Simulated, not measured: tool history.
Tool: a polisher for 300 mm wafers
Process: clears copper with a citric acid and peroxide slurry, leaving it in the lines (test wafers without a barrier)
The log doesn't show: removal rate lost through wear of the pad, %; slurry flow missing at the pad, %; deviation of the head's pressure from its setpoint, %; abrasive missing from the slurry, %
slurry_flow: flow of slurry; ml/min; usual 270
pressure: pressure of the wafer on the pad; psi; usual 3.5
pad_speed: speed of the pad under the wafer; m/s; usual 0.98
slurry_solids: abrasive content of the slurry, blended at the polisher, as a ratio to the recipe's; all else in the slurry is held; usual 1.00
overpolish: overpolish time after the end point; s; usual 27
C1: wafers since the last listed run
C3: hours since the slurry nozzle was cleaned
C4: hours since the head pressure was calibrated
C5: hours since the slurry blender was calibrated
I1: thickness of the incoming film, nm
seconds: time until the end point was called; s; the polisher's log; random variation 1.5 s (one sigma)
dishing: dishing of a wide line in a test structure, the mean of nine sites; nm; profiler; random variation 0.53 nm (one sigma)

{"run": 1, "day": 0.0, "slurry_flow": 270, "pressure": 3.5, "pad_speed": 0.98, "slurry_solids": 1.0, "overpolish": 27, "C1": 0, "wafers polished on this pad": 1660, "C3": 488.8, "C4": 309.1, "C5": 5.6, "I1": 304.4, "seconds": 124.0, "dishing": 28.1}
{"day": 0.771, "done": "worn pad replaced by a new one"}
{"run": 2, "day": 1.521, "slurry_flow": 270, "pressure": 3.5, "pad_speed": 0.86, "slurry_solids": 1.0, "overpolish": 27, "C1": 141, "wafers polished on this pad": 78, "C3": 525.3, "C4": 345.6, "C5": 42.1, "I1": 310.9, "seconds": 154.8, "dishing": 26.2}
{"run": 3, "day": 4.683, "slurry_flow": 270, "pressure": 3.5, "pad_speed": 0.98, "slurry_solids": 1.0, "overpolish": 27, "C1": 330, "wafers polished on this pad": 408, "C3": 601.2, "C4": 421.5, "C5": 118.0, "I1": 308.5, "seconds": 135.6, "dishing": 27.7}
{"day": 5.633, "done": "slurry nozzle cleaned"}
{"run": 4, "day": 6.721, "slurry_flow": 270, "pressure": 3.5, "pad_speed": 0.98, "slurry_solids": 1.2, "overpolish": 27, "C1": 208, "wafers polished on this pad": 616, "C3": 26.1, "C4": 470.4, "C5": 166.9, "I1": 307.5, "seconds": 134.4, "dishing": 26.5}
{"run": 5, "day": 9.304, "slurry_flow": 270, "pressure": 3.5, "pad_speed": 0.98, "slurry_solids": 1.0, "overpolish": 27, "C1": 269, "wafers polished on this pad": 886, "C3": 88.1, "C4": 532.4, "C5": 228.9, "I1": 305.1, "seconds": 137.5, "dishing": 27.2}
{"day": 10.683, "done": "worn pad replaced by a new one, repeated, since the last time left the tool worse"}
{"run": 6, "day": 11.571, "slurry_flow": 270, "pressure": 3.5, "pad_speed": 0.98, "slurry_solids": 1.0, "overpolish": 27, "C1": 219, "wafers polished on this pad": 92, "C3": 142.5, "C4": 586.8, "C5": 283.3, "I1": 311.3, "seconds": 122.4, "dishing": 29.0}
{"run": 7, "day": 13.946, "slurry_flow": 240, "pressure": 3.5, "pad_speed": 0.98, "slurry_solids": 1.0, "overpolish": 27, "C1": 247, "wafers polished on this pad": 340, "C3": 199.5, "C4": 643.8, "C5": 340.3, "I1": 309.4, "seconds": 121.5, "dishing": 28.6}
{"day": 15.654, "done": "head pressure recalibrated"}
{"run": 8, "day": 16.267, "slurry_flow": 240, "pressure": 3.5, "pad_speed": 0.98, "slurry_solids": 1.0, "overpolish": 27, "C1": 233, "wafers polished on this pad": 574, "C3": 255.2, "C4": 14.7, "C5": 396.0, "I1": 310.7, "seconds": 122.3, "dishing": 29.1}
{"day": 16.779, "done": "slurry blender recalibrated"}
{"run": 9, "day": 18.804, "slurry_flow": 240, "pressure": 3.5, "pad_speed": 0.98, "slurry_solids": 1.0, "overpolish": 27, "C1": 256, "wafers polished on this pad": 830, "C3": 316.1, "C4": 75.6, "C5": 48.6, "I1": 306.1, "seconds": 119.8, "dishing": 28.8}
{"run": 10, "day": 20.746, "slurry_flow": 225, "pressure": 3.5, "pad_speed": 0.98, "slurry_solids": 1.0, "overpolish": 27, "C1": 202, "wafers polished on this pad": 1033, "C3": 362.7, "C4": 122.2, "C5": 95.2, "I1": 308.3, "seconds": 123.8, "dishing": 28.7}
{"run": 11, "day": 21.875, "slurry_flow": 270, "pressure": 3.5, "pad_speed": 0.98, "slurry_solids": 1.0, "overpolish": 40, "C1": 117, "wafers polished on this pad": 1151, "C3": 389.8, "C4": 149.3, "C5": 122.3, "I1": 310.5, "seconds": 122.8, "dishing": 31.9}
{"run": 12, "day": 23.288, "slurry_flow": 315, "pressure": 3.5, "pad_speed": 0.78, "slurry_solids": 1.0, "overpolish": 42, "C1": 147, "wafers polished on this pad": 1298, "C3": 423.7, "C4": 183.2, "C5": 156.2, "I1": 302.8, "seconds": 147.2, "dishing": 30.5}
{"run": 13, "day": 25.142, "slurry_flow": 270, "pressure": 3.5, "pad_speed": 0.98, "slurry_solids": 1.0, "overpolish": 35, "C1": 193, "wafers polished on this pad": 1492, "C3": 468.2, "C4": 227.7, "C5": 200.7, "I1": 306.1, "seconds": 124.3, "dishing": 31.3}
{"run": 14, "day": 27.138, "slurry_flow": 270, "pressure": 3.5, "pad_speed": 0.98, "slurry_solids": 1.0, "overpolish": 27, "C1": 208, "wafers polished on this pad": 1700, "C3": 516.1, "C4": 275.6, "C5": 248.6, "I1": 312.3, "seconds": 127.0, "dishing": 27.6}
{"day": 29.096, "done": "worn pad replaced by a new one"}
{"run": 15, "day": 29.425, "slurry_flow": 270, "pressure": 3.1, "pad_speed": 0.78, "slurry_solids": 1.0, "overpolish": 42, "C1": 221, "wafers polished on this pad": 34, "C3": 571.0, "C4": 330.5, "C5": 303.5, "I1": 315.9, "seconds": 172.4, "dishing": 29.1}
{"run": 16, "day": 30.742, "slurry_flow": 195, "pressure": 2.8, "pad_speed": 0.98, "slurry_solids": 1.3, "overpolish": 35, "C1": 137, "wafers polished on this pad": 171, "C3": 602.6, "C4": 362.1, "C5": 335.1, "I1": 307.8, "seconds": 144.2, "dishing": 28.3}
{"run": 17, "day": 32.9, "slurry_flow": 350, "pressure": 3.5, "pad_speed": 0.98, "slurry_solids": 1.25, "overpolish": 21, "C1": 225, "wafers polished on this pad": 397, "C3": 654.4, "C4": 413.9, "C5": 386.9, "I1": 308.1, "seconds": 113.3, "dishing": 26.7}
{"day": 33.488, "done": "slurry blender recalibrated"}
{"day": 34.179, "done": "slurry nozzle cleaned"}
{"run": 18, "day": 34.267, "slurry_flow": 270, "pressure": 2.3, "pad_speed": 0.98, "slurry_solids": 1.3, "overpolish": 32, "C1": 129, "wafers polished on this pad": 526, "C3": 2.1, "C4": 446.7, "C5": 18.7, "I1": 308.1, "seconds": 170.1, "dishing": 26.1}
{"run": 19, "day": 36.875, "slurry_flow": 270, "pressure": 3.5, "pad_speed": 1.2, "slurry_solids": 0.75, "overpolish": 15, "C1": 272, "wafers polished on this pad": 799, "C3": 64.7, "C4": 509.3, "C5": 81.3, "I1": 311.2, "seconds": 103.9, "dishing": 23.6}
{"run": 20, "day": 42.317, "slurry_flow": 235, "pressure": 3.5, "pad_speed": 0.98, "slurry_solids": 1.0, "overpolish": 27, "C1": 568, "wafers polished on this pad": 1367, "C3": 195.3, "C4": 639.9, "C5": 211.9, "I1": 308.5, "seconds": 125.1, "dishing": 28.1}
{"day": 42.867, "done": "head pressure recalibrated"}
{"day": 44.375, "done": "worn pad replaced by a new one"}
{"run": 21, "day": 45.054, "slurry_flow": 270, "pressure": 3.5, "pad_speed": 0.98, "slurry_solids": 1.15, "overpolish": 27, "C1": 259, "wafers polished on this pad": 70, "C3": 261.0, "C4": 52.5, "C5": 277.6, "I1": 309.2, "seconds": 115.8, "dishing": 29.1}
{"run": 22, "day": 46.562, "slurry_flow": 200, "pressure": 3.5, "pad_speed": 0.98, "slurry_solids": 1.0, "overpolish": 15, "C1": 157, "wafers polished on this pad": 228, "C3": 297.2, "C4": 88.7, "C5": 313.8, "I1": 308.8, "seconds": 121.7, "dishing": 20.9}
{"day": 47.329, "done": "slurry blender recalibrated"}
{"run": 23, "day": 47.679, "slurry_flow": 270, "pressure": 3.5, "pad_speed": 0.98, "slurry_solids": 1.0, "overpolish": 27, "C1": 107, "wafers polished on this pad": 336, "C3": 324.0, "C4": 115.5, "C5": 8.4, "I1": 304.4, "seconds": 117.9, "dishing": 28.8}
{"run": 24, "day": 49.058, "slurry_flow": 270, "pressure": 3.5, "pad_speed": 0.98, "slurry_solids": 1.3, "overpolish": 27, "C1": 144, "wafers polished on this pad": 480, "C3": 357.1, "C4": 148.6, "C5": 41.5, "I1": 310.0, "seconds": 112.9, "dishing": 29.5}
{"run": 25, "day": 50.446, "slurry_flow": 270, "pressure": 3.5, "pad_speed": 0.98, "slurry_solids": 1.0, "overpolish": 27, "C1": 144, "wafers polished on this pad": 625, "C3": 390.4, "C4": 181.9, "C5": 74.8, "I1": 308.3, "seconds": 120.6, "dishing": 28.9}
{"run": 26, "day": 52.329, "slurry_flow": 270, "pressure": 3.5, "pad_speed": 0.88, "slurry_solids": 0.85, "overpolish": 21, "C1": 196, "wafers polished on this pad": 821, "C3": 435.6, "C4": 227.1, "C5": 120.0, "I1": 314.5, "seconds": 137.8, "dishing": 24.5}
{"day": 59.858, "done": "slurry nozzle cleaned"}
{"run": 27, "day": 60.321, "slurry_flow": 270, "pressure": 3.5, "pad_speed": 0.98, "slurry_solids": 1.0, "overpolish": 27, "C1": 830, "wafers polished on this pad": 1651, "C3": 11.1, "C4": 418.9, "C5": 311.8, "I1": 306.0, "seconds": 124.8, "dishing": 27.5}
{"day": 60.55, "done": "worn pad replaced by a new one"}
{"run": 28, "day": 62.425, "slurry_flow": 270, "pressure": 3.5, "pad_speed": 0.98, "slurry_solids": 1.0, "overpolish": 12, "C1": 202, "wafers polished on this pad": 195, "C3": 61.6, "C4": 469.4, "C5": 362.3, "I1": 304.0, "seconds": 115.9, "dishing": 19.0}

Hidden state or all else? Some run-to-run changes of seconds, split into what the settings, what came in and random variation would give without the hidden state, and what is left for the hidden state (with any gauge scatter that isn't in both results):
Run 1 -> 2: pad_speed 0.98 -> 0.86, worn pad replaced by a new one. seconds +30.8 s: hidden state +12.3, all else +18.5.
Run 5 -> 6: worn pad replaced by a new one, repeated, since the last time left the tool worse. seconds -15.1 s: hidden state -19.6, all else +4.5.
Run 17 -> 18: slurry_flow 350 -> 270, pressure 3.5 -> 2.3, slurry_solids 1.25 -> 1.30, overpolish 21 -> 32, slurry blender recalibrated, slurry nozzle cleaned. seconds +56.8 s: hidden state +0.9, all else +55.9.
Run 18 -> 19: pressure 2.3 -> 3.5, pad_speed 0.98 -> 1.20, slurry_solids 1.30 -> 0.75, overpolish 32 -> 15. seconds -66.2 s: hidden state +0.1, all else -66.3.
